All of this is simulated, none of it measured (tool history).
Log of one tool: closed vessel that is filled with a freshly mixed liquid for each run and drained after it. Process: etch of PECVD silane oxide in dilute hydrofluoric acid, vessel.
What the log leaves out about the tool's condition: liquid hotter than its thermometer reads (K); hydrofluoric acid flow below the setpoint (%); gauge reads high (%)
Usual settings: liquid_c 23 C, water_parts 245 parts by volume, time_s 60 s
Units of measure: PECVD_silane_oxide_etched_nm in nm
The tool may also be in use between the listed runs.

run	hour	liquid_c	water_parts	time_s	wafers since the last listed run	hours since the thermometer was replaced	hours since the hydrofluoric acid flow meter was replaced	hours since the gauge calibration	read-back film thickness of the PECVD silane oxide reference wafer, read on the same gauge (nm)	PECVD_silane_oxide_etched_nm
1	0	23	245	60	0	241.5	806.3	556.8	50.02	10.69
2	30.5	23	245	60	1974	272	836.8	587.3	50	10.89
3	99.9	27	245	60	4493	341.4	906.2	656.7	49.99	12.51
4	134.4	27	245	60	2233	375.9	940.7	691.2	50	12.4
5	195.5	23	300	60	3956	437	1001.8	752.3	49.99	8.31
6	222.8	23	300	60	1767	464.3	1029.1	779.6	50.01	8.28
# hour 256.5: gauge calibrated
7	292.5	23	300	60	4513	534	1098.8	36	50.02	8.41
8	335	23	295	60	2751	576.5	1141.3	78.5	49.99	8.6
9	359.8	23	295	60	1605	601.3	1166.1	103.3	49.99	8.67
10	406.1	23	295	60	2998	647.6	1212.4	149.6	50	8.64
11	431.9	23	245	60	1670	673.4	1238.2	175.4	49.98	10.92
12	488.7	23	245	60	3677	730.2	1295	232.2	50	10.89
# hour 525.4: hydrofluoric acid flow meter replaced
13	681.7	21	295	35	12432	923.2	156.3	425.2	50	4.73
14	851.6	24.5	245	80	11001	1093.1	326.2	595.1	50	15.7
15	879.3	19	245	60	1793	1120.8	353.9	622.8	49.98	9.75
16	936.4	26	360	85	3697	1177.9	411	679.9	49.99	10.67
# hour 1000.5: thermometer replaced
17	1004.5	21	185	90	4344	4	479.1	748	49.99	20.93
18	1070.9	23	245	60	4299	70.4	545.5	814.4	49.98	10.83
19	1139.3	26	140	35	4429	138.8	613.9	882.8	50	13.71
20	1165.2	23	310	60	1677	164.7	639.8	908.7	50	7.84
# hour 1217.4: gauge calibrated
21	1353.3	23	245	60	12179	352.8	827.9	135.9	50	10.88
22	1391.4	26	245	60	2467	390.9	866	174	50.01	12.03
23	1452.7	23	245	80	3969	452.2	927.3	235.3	50	14.46
24	1478.3	26.5	150	60	1657	477.8	952.9	260.9	50.01	22.64
25	1536.2	23	245	60	3749	535.7	1010.8	318.8	50.01	11.04

5 ways to go on from here, each from the tool as it stands after run 25. What would each give?
A	1536.9	23	275	60	45	536.4	1011.5	319.5	?	?
B	1536.9	23	350	60	45	536.4	1011.5	319.5	?	?
C	1536.9	25	305	45	45	536.4	1011.5	319.5	?	?
D	1536.9	18	245	30	45	536.4	1011.5	319.5	?	?
E	1536.9	25.5	245	70	45	536.4	1011.5	319.5	?	?

run	read-back film thickness of the PECVD silane oxide reference wafer, read on the same gauge (nm)	PECVD_silane_oxide_etched_nm
A	50.01	9.51
B	50.01	6.95
C	50.01	6.69
D	50.01	4.57
E	50.01	14.02
Had the tool no hidden state, the same runs would have come out as:
run	PECVD_silane_oxide_etched_nm
A	9.24
B	6.76
C	6.5
D	4.43
E	13.63
